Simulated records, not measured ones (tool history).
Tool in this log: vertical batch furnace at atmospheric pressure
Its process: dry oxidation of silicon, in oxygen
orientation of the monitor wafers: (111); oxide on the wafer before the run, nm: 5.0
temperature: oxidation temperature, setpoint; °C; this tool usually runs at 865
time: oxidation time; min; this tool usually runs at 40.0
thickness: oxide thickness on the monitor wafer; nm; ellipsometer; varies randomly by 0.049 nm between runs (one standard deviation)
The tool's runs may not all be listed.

run,hour,temperature,time,wafers since the last listed run,hours since the last temperature calibration,hours since the boat lift was adjusted,hours since the gauge calibration,"read-back reference wafer on the same gauge, thickness",thickness
1,0.0,847,56.0,0,3074.0,2520.7,587.1,16.09,18.17
2,51.3,847,56.0,691,3125.3,2572.0,638.4,16.10,18.17
3,83.7,847,56.0,436,3157.7,2604.4,670.8,16.10,18.12
4,117.9,851,55.5,460,3191.9,2638.6,705.0,16.11,18.81
5,131.6,851,55.5,184,3205.6,2652.3,718.7,16.11,18.75
6,165.9,851,55.5,462,3239.9,2686.6,753.0,16.10,18.73
7,201.9,865,40.0,485,3275.9,2722.6,789.0,16.09,17.63
8,214.6,883,40.0,171,3288.6,2735.3,801.7,16.11,20.79
9,228.5,870,40.0,187,3302.5,2749.2,815.6,16.09,18.42
10,248.4,870,40.0,268,3322.4,2769.1,835.5,16.08,18.57
# hour 280.0: thermocouples replaced and temperature profile calibrated
11,280.5,870,40.0,109,0.5,2801.2,867.6,16.09,18.45
12,292.1,865,40.0,156,12.1,2812.8,879.2,16.11,17.60
13,320.3,865,48.0,379,40.3,2841.0,907.4,16.08,19.68
14,345.8,865,40.0,343,65.8,2866.5,932.9,16.09,17.62
15,374.0,865,40.0,379,94.0,2894.7,961.1,16.11,17.67
16,390.6,865,40.0,223,110.6,2911.3,977.7,16.10,17.69
17,409.3,865,40.0,251,129.3,2930.0,996.4,16.09,17.61
# hour 444.6: boat lift adjusted
18,445.1,851,55.5,158,165.1,0.5,1032.2,16.11,18.50
19,459.9,851,25.5,199,179.9,15.3,1047.0,16.10,12.10
20,480.5,865,40.0,277,200.5,35.9,1067.6,16.11,17.29
# hour 487.4: gauge calibrated
21,492.9,880,55.0,167,212.9,48.3,5.5,16.13,24.06
22,505.5,854,40.0,169,225.5,60.9,18.1,16.10,15.66
23,519.4,865,49.0,187,239.4,74.8,32.0,16.08,19.38
24,549.3,865,40.0,402,269.3,104.7,61.9,16.12,17.28
25,574.1,880,20.5,334,294.1,129.5,86.7,16.10,13.62
26,590.2,865,27.5,216,310.2,145.6,102.8,16.10,13.95
27,625.8,843,21.5,479,345.8,181.2,138.4,16.09,10.39
# hour 658.4: boat lift adjusted, repeated, since the last time left the tool worse
28,658.9,865,40.0,122,378.9,0.5,171.5,16.09,18.02
29,669.1,865,58.5,137,389.1,10.7,181.7,16.10,22.69
30,702.0,865,40.0,443,422.0,43.6,214.6,16.10,17.97
31,717.4,865,48.0,207,437.4,59.0,230.0,16.10,20.12
32,730.8,865,40.0,180,450.8,72.4,243.4,16.08,17.98
33,743.9,850,25.5,176,463.9,85.5,256.5,16.10,12.36
34,773.8,852,35.0,402,493.8,115.4,286.4,16.10,14.89
35,802.0,878,54.0,379,522.0,143.6,314.6,16.08,24.14
36,814.1,885,29.0,163,534.1,155.7,326.7,16.10,17.89
37,844.2,865,40.0,405,564.2,185.8,356.8,16.09,17.94
38,860.7,873,58.5,222,580.7,202.3,373.3,16.09,24.19

Entry by entry between the runs, the difference in hidden state between the last listed run before and the first listed run after:
Runs 10 to 11: thermocouples replaced and temperature profile calibrated (hour 280.0)
  monitor wafer colder than the profiled boat position, K: 2.63 -> 2.64
  the result without the hidden state subtracted from the measured one, thickness: -0.45 -> -0.45 nm
Runs 17 to 18: boat lift adjusted (hour 444.6)
  monitor wafer colder than the profiled boat position, K: 2.65 -> 4.65
  the result without the hidden state subtracted from the measured one, thickness: -0.43 -> -0.84 nm
Runs 20 to 21: gauge calibrated (hour 487.4)
  monitor wafer colder than the profiled boat position, K: 4.75 -> 4.79
  the result without the hidden state subtracted from the measured one, thickness: -0.77 -> -1.10 nm
Runs 27 to 28: boat lift adjusted, repeated, since the last time left the tool worse (hour 658.4)
  monitor wafer colder than the profiled boat position, K: 5.13 -> 0.17
  the result without the hidden state subtracted from the measured one, thickness: -0.40 -> -0.03 nm
